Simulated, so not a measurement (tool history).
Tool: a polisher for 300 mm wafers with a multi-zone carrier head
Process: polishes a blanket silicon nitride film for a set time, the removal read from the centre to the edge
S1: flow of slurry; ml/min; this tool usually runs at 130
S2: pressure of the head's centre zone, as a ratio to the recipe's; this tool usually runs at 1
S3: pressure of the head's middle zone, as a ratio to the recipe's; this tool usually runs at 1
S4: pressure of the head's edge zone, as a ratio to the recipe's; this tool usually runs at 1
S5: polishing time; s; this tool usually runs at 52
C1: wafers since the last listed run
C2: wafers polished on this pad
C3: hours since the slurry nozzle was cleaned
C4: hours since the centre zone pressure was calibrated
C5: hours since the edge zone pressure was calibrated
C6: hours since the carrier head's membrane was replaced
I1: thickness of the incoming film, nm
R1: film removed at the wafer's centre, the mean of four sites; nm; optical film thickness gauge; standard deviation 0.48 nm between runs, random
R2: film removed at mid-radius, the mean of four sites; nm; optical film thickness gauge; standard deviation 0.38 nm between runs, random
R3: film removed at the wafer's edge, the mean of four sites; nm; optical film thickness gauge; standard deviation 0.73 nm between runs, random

run 1 day=0 | S1=130 S2=0.94 S3=1 S4=1 S5=52 | C1=0 C2=7 C3=70.8 C4=1027.3 C5=204.3 C6=739.6 | I1=618.4 | R1=60 R2=60.1 R3=59.1
run 2 day=1.171 | S1=130 S2=1 S3=1 S4=0.97 S5=52 | C1=373 C2=380 C3=98.9 C4=1055.4 C5=232.4 C6=767.7 | I1=617.6 | R1=63.1 R2=60.5 R3=60.1
run 3 day=2.246 | S1=170 S2=1 S3=1 S4=1 S5=41 | C1=342 C2=723 C3=124.7 C4=1081.2 C5=258.2 C6=793.5 | I1=622.4 | R1=53.6 R2=50.6 R3=49.6
run 4 day=2.817 | S1=130 S2=1.11 S3=1.06 S4=1 S5=52 | C1=182 C2=905 C3=138.4 C4=1094.9 C5=271.9 C6=807.2 | I1=615.7 | R1=70 R2=62.4 R3=60.5
run 5 day=3.662 | S1=130 S2=1 S3=1 S4=0.91 S5=59 | C1=269 C2=1174 C3=158.7 C4=1115.2 C5=292.2 C6=827.5 | I1=616.1 | R1=72.6 R2=68.6 R3=65.4
-- day=5.15 carrier head's membrane replaced by a new one
run 6 day=5.171 | S1=130 S2=1.05 S3=0.91 S4=1 S5=68 | C1=414 C2=1589 C3=194.9 C4=1151.4 C5=328.4 C6=0.5 | I1=625.4 | R1=87.4 R2=75.1 R3=78
-- day=7.279 centre zone pressure recalibrated
run 7 day=8.433 | S1=130 S2=1.1 S3=1.05 S4=0.96 S5=52 | C1=1013 C2=2602 C3=273.2 C4=27.7 C5=406.7 C6=78.8 | I1=621.2 | R1=66.6 R2=62 R3=59.1
-- day=8.717 worn pad replaced by a new one
-- day=9.183 slurry nozzle cleaned
run 8 day=9.454 | S1=130 S2=1 S3=1 S4=1 S5=52 | C1=259 C2=221 C3=6.5 C4=52.2 C5=431.2 C6=103.3 | I1=633.2 | R1=61.1 R2=60.7 R3=60
run 9 day=10.2 | S1=105 S2=1 S3=1.03 S4=1.07 S5=69 | C1=237 C2=459 C3=24.4 C4=70.1 C5=449.1 C6=121.2 | I1=618.1 | R1=76.8 R2=77.4 R3=79.2
run 10 day=10.871 | S1=155 S2=1.03 S3=1 S4=1 S5=52 | C1=213 C2=673 C3=40.5 C4=86.2 C5=465.2 C6=137.3 | I1=621.8 | R1=66.6 R2=62.5 R3=61.9
run 11 day=12.192 | S1=90 S2=1 S3=1.07 S4=0.97 S5=52 | C1=421 C2=1094 C3=72.2 C4=117.9 C5=496.9 C6=169 | I1=615 | R1=54.8 R2=56.1 R3=55
run 12 day=12.912 | S1=130 S2=1 S3=1.09 S4=0.93 S5=52 | C1=229 C2=1324 C3=89.5 C4=135.2 C5=514.2 C6=186.3 | I1=616.1 | R1=61.9 R2=63.6 R3=58.2
run 13 day=13.788 | S1=105 S2=1 S3=1 S4=1 S5=52 | C1=278 C2=1603 C3=110.5 C4=156.2 C5=535.2 C6=207.3 | I1=612.5 | R1=57.4 R2=56.8 R3=58.2
run 14 day=14.292 | S1=130 S2=1 S3=0.95 S4=1 S5=52 | C1=160 C2=1764 C3=122.6 C4=168.3 C5=547.3 C6=219.4 | I1=624.9 | R1=60.9 R2=58.7 R3=61.8
run 15 day=15.067 | S1=130 S2=0.96 S3=1 S4=1 S5=40 | C1=247 C2=2011 C3=141.2 C4=186.9 C5=565.9 C6=238 | I1=622 | R1=45.7 R2=46.3 R3=46.1
-- day=18.225 worn pad replaced by a new one
run 16 day=18.246 | S1=130 S2=1 S3=1 S4=1 S5=52 | C1=960 C2=6 C3=217.5 C4=263.2 C5=642.2 C6=314.3 | I1=624.6 | R1=60.7 R2=60.8 R3=60

For run 17, what comes out?
run 17 day=19.525 | S1=130 S2=1 S3=1 S4=1 S5=52 | C1=407 C2=414 C3=248.2 C4=293.9 C5=672.9 C6=345 | I1=612 | R1=? R2=? R3=?

{"run 17": {"R1": 62, "R2": 60.4, "R3": 60.5}}
With no hidden state in the tool, this same run would have given R1 61.9 nm, R2 60.4 nm, R3 60.5 nm.
